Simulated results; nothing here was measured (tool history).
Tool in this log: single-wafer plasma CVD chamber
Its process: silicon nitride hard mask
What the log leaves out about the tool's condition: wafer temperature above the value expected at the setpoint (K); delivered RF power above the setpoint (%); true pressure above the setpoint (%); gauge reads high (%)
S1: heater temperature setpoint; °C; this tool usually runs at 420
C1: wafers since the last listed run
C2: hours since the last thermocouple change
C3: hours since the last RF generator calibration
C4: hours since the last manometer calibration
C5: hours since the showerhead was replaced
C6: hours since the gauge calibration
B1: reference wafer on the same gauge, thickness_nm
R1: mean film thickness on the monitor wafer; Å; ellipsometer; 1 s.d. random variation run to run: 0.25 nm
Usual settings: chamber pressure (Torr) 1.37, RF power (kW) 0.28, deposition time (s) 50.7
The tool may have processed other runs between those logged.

{"run": 1, "hour": 0.0, "S1": 420, "chamber pressure (Torr)": 1.37, "RF power (kW)": 0.28, "deposition time (s)": 50.7, "C1": 0, "C2": 1373, "C3": 524.6, "C4": 1212.9, "C5": 3442.2, "C6": 461.6, "B1": 62.33, "R1": 525.8}
{"run": 2, "hour": 34.8, "S1": 420, "chamber pressure (Torr)": 1.37, "RF power (kW)": 0.28, "deposition time (s)": 50.7, "C1": 467, "C2": 1407.8, "C3": 559.4, "C4": 1247.7, "C5": 3477, "C6": 496.4, "B1": 62.322, "R1": 529.27}
{"run": 3, "hour": 58.1, "S1": 420, "chamber pressure (Torr)": 1.37, "RF power (kW)": 0.28, "deposition time (s)": 50.7, "C1": 313, "C2": 1431.1, "C3": 582.7, "C4": 1271, "C5": 3500.3, "C6": 519.7, "B1": 62.337, "R1": 529.24}
{"run": 4, "hour": 74.4, "S1": 420, "chamber pressure (Torr)": 1.37, "RF power (kW)": 0.28, "deposition time (s)": 50.7, "C1": 219, "C2": 1447.4, "C3": 599, "C4": 1287.3, "C5": 3516.6, "C6": 536, "B1": 62.276, "R1": 528.6}
{"run": 5, "hour": 109.4, "S1": 420, "chamber pressure (Torr)": 1.37, "RF power (kW)": 0.28, "deposition time (s)": 50.7, "C1": 470, "C2": 1482.4, "C3": 634, "C4": 1322.3, "C5": 3551.6, "C6": 571, "B1": 62.287, "R1": 526.09}
{"run": 6, "hour": 125.4, "S1": 430, "chamber pressure (Torr)": 1.63, "RF power (kW)": 0.28, "deposition time (s)": 50.7, "C1": 215, "C2": 1498.4, "C3": 650, "C4": 1338.3, "C5": 3567.6, "C6": 587, "B1": 62.245, "R1": 560.66}
{"hour": 141.7, "done": "capacitance manometer re-zeroed and calibrated"}
{"run": 7, "hour": 144.1, "S1": 430, "chamber pressure (Torr)": 1.63, "RF power (kW)": 0.28, "deposition time (s)": 50.7, "C1": 143, "C2": 1517.1, "C3": 668.7, "C4": 2.4, "C5": 3586.3, "C6": 605.7, "B1": 62.379, "R1": 581.82}
{"run": 8, "hour": 165.3, "S1": 420, "chamber pressure (Torr)": 1.37, "RF power (kW)": 0.32, "deposition time (s)": 50.7, "C1": 284, "C2": 1538.3, "C3": 689.9, "C4": 23.6, "C5": 3607.5, "C6": 626.9, "B1": 62.276, "R1": 597.51}
{"hour": 183.4, "done": "gauge calibrated"}
{"run": 9, "hour": 197.9, "S1": 420, "chamber pressure (Torr)": 1.37, "RF power (kW)": 0.28, "deposition time (s)": 50.7, "C1": 438, "C2": 1570.9, "C3": 722.5, "C4": 56.2, "C5": 3640.1, "C6": 14.5, "B1": 62.298, "R1": 548.95}
{"run": 10, "hour": 228.3, "S1": 420, "chamber pressure (Torr)": 1.37, "RF power (kW)": 0.28, "deposition time (s)": 50.7, "C1": 408, "C2": 1601.3, "C3": 752.9, "C4": 86.6, "C5": 3670.5, "C6": 44.9, "B1": 62.267, "R1": 543.83}
{"run": 11, "hour": 241.6, "S1": 420, "chamber pressure (Torr)": 1.37, "RF power (kW)": 0.28, "deposition time (s)": 50.7, "C1": 178, "C2": 1614.6, "C3": 766.2, "C4": 99.9, "C5": 3683.8, "C6": 58.2, "B1": 62.272, "R1": 546.3}
{"run": 12, "hour": 277.5, "S1": 410, "chamber pressure (Torr)": 1.28, "RF power (kW)": 0.325, "deposition time (s)": 50.7, "C1": 482, "C2": 1650.5, "C3": 802.1, "C4": 135.8, "C5": 3719.7, "C6": 94.1, "B1": 62.355, "R1": 595.61}
{"run": 13, "hour": 300.4, "S1": 420, "chamber pressure (Torr)": 1.37, "RF power (kW)": 0.28, "deposition time (s)": 50.7, "C1": 307, "C2": 1673.4, "C3": 825, "C4": 158.7, "C5": 3742.6, "C6": 117, "B1": 62.173, "R1": 541.81}
{"hour": 325.4, "done": "showerhead replaced"}
{"run": 14, "hour": 325.9, "S1": 420, "chamber pressure (Torr)": 1.37, "RF power (kW)": 0.28, "deposition time (s)": 42.4, "C1": 235, "C2": 1698.9, "C3": 850.5, "C4": 184.2, "C5": 0.5, "C6": 142.5, "B1": 62.202, "R1": 453.95}
{"run": 15, "hour": 337.5, "S1": 413, "chamber pressure (Torr)": 1.27, "RF power (kW)": 0.31, "deposition time (s)": 59.7, "C1": 155, "C2": 1710.5, "C3": 862.1, "C4": 195.8, "C5": 12.1, "C6": 154.1, "B1": 62.334, "R1": 668.63}
{"run": 16, "hour": 369.9, "S1": 420, "chamber pressure (Torr)": 1.37, "RF power (kW)": 0.28, "deposition time (s)": 47.2, "C1": 435, "C2": 1742.9, "C3": 894.5, "C4": 228.2, "C5": 44.5, "C6": 186.5, "B1": 62.259, "R1": 505.91}
{"run": 17, "hour": 392.2, "S1": 420, "chamber pressure (Torr)": 1.37, "RF power (kW)": 0.28, "deposition time (s)": 42.5, "C1": 299, "C2": 1765.2, "C3": 916.8, "C4": 250.5, "C5": 66.8, "C6": 208.8, "B1": 62.285, "R1": 451.13}
{"hour": 413.2, "done": "RF generator calibrated"}
{"run": 18, "hour": 418.5, "S1": 430, "chamber pressure (Torr)": 1.2, "RF power (kW)": 0.25, "deposition time (s)": 55.4, "C1": 245, "C2": 1791.5, "C3": 5.3, "C4": 276.8, "C5": 93.1, "C6": 235.1, "B1": 62.25, "R1": 504.98}
{"hour": 439.2, "done": "thermocouple changed; heater temperature recalibrated"}
{"run": 19, "hour": 443.2, "S1": 410, "chamber pressure (Torr)": 1.37, "RF power (kW)": 0.28, "deposition time (s)": 50.7, "C1": 224, "C2": 4, "C3": 30, "C4": 301.5, "C5": 117.8, "C6": 259.8, "B1": 62.277, "R1": 543.39}
{"run": 20, "hour": 459.1, "S1": 424, "chamber pressure (Torr)": 1.37, "RF power (kW)": 0.3, "deposition time (s)": 54.7, "C1": 213, "C2": 19.9, "C3": 45.9, "C4": 317.4, "C5": 133.7, "C6": 275.7, "B1": 62.329, "R1": 611.68}
{"run": 21, "hour": 483.4, "S1": 430, "chamber pressure (Torr)": 1.28, "RF power (kW)": 0.325, "deposition time (s)": 54.8, "C1": 326, "C2": 44.2, "C3": 70.2, "C4": 341.7, "C5": 158, "C6": 300, "B1": 62.392, "R1": 628.99}
{"run": 22, "hour": 506.1, "S1": 413, "chamber pressure (Torr)": 1.04, "RF power (kW)": 0.3, "deposition time (s)": 59.2, "C1": 305, "C2": 66.9, "C3": 92.9, "C4": 364.4, "C5": 180.7, "C6": 322.7, "B1": 62.349, "R1": 575.09}
{"run": 23, "hour": 522.4, "S1": 420, "chamber pressure (Torr)": 1.37, "RF power (kW)": 0.28, "deposition time (s)": 50.7, "C1": 219, "C2": 83.2, "C3": 109.2, "C4": 380.7, "C5": 197, "C6": 339, "B1": 62.365, "R1": 539.97}
{"run": 24, "hour": 585.6, "S1": 420, "chamber pressure (Torr)": 1.15, "RF power (kW)": 0.28, "deposition time (s)": 58.6, "C1": 849, "C2": 146.4, "C3": 172.4, "C4": 443.9, "C5": 260.2, "C6": 402.2, "B1": 62.204, "R1": 570.91}
{"run": 25, "hour": 616.3, "S1": 432, "chamber pressure (Torr)": 1.19, "RF power (kW)": 0.265, "deposition time (s)": 40.7, "C1": 412, "C2": 177.1, "C3": 203.1, "C4": 474.6, "C5": 290.9, "C6": 432.9, "B1": 62.292, "R1": 388.7}
{"run": 26, "hour": 645.2, "S1": 420, "chamber pressure (Torr)": 1.37, "RF power (kW)": 0.28, "deposition time (s)": 50.7, "C1": 388, "C2": 206, "C3": 232, "C4": 503.5, "C5": 319.8, "C6": 461.8, "B1": 62.377, "R1": 540.59}
{"run": 27, "hour": 660.1, "S1": 427, "chamber pressure (Torr)": 1.22, "RF power (kW)": 0.33, "deposition time (s)": 45.6, "C1": 200, "C2": 220.9, "C3": 246.9, "C4": 518.4, "C5": 334.7, "C6": 476.7, "B1": 62.191, "R1": 517.69}
{"run": 28, "hour": 695.7, "S1": 429, "chamber pressure (Torr)": 1.37, "RF power (kW)": 0.3, "deposition time (s)": 50.7, "C1": 478, "C2": 256.5, "C3": 282.5, "C4": 554, "C5": 370.3, "C6": 512.3, "B1": 62.404, "R1": 564.36}
{"run": 29, "hour": 718.0, "S1": 420, "chamber pressure (Torr)": 1.37, "RF power (kW)": 0.28, "deposition time (s)": 50.7, "C1": 299, "C2": 278.8, "C3": 304.8, "C4": 576.3, "C5": 392.6, "C6": 534.6, "B1": 62.236, "R1": 538.31}

Below are 4 alternative next runs, each starting from the tool's condition after run 29. Predict each:
{"run": "A", "hour": 718.4, "S1": 414, "chamber pressure (Torr)": 1.37, "RF power (kW)": 0.28, "deposition time (s)": 50.7, "C1": 5, "C2": 279.2, "C3": 305.2, "C4": 576.7, "C5": 393, "C6": 535, "B1": "?", "R1": "?"}
{"run": "B", "hour": 718.4, "S1": 420, "chamber pressure (Torr)": 1.19, "RF power (kW)": 0.28, "deposition time (s)": 50.7, "C1": 5, "C2": 279.2, "C3": 305.2, "C4": 576.7, "C5": 393, "C6": 535, "B1": "?", "R1": "?"}
{"run": "C", "hour": 718.4, "S1": 434, "chamber pressure (Torr)": 1.7, "RF power (kW)": 0.28, "deposition time (s)": 50.7, "C1": 5, "C2": 279.2, "C3": 305.2, "C4": 576.7, "C5": 393, "C6": 535, "B1": "?", "R1": "?"}
{"run": "D", "hour": 718.4, "S1": 409, "chamber pressure (Torr)": 1.13, "RF power (kW)": 0.325, "deposition time (s)": 53.3, "C1": 5, "C2": 279.2, "C3": 305.2, "C4": 576.7, "C5": 393, "C6": 535, "B1": "?", "R1": "?"}

run=A B1=62.256 R1=541.07
run=B B1=62.256 R1=502.36
run=C B1=62.256 R1=588.1
run=D B1=62.256 R1=574.48
Without the tool's hidden state the same runs would have given:
run=A R1=546.32
run=B R1=507.66
run=C R1=593.23
run=D R1=580.55

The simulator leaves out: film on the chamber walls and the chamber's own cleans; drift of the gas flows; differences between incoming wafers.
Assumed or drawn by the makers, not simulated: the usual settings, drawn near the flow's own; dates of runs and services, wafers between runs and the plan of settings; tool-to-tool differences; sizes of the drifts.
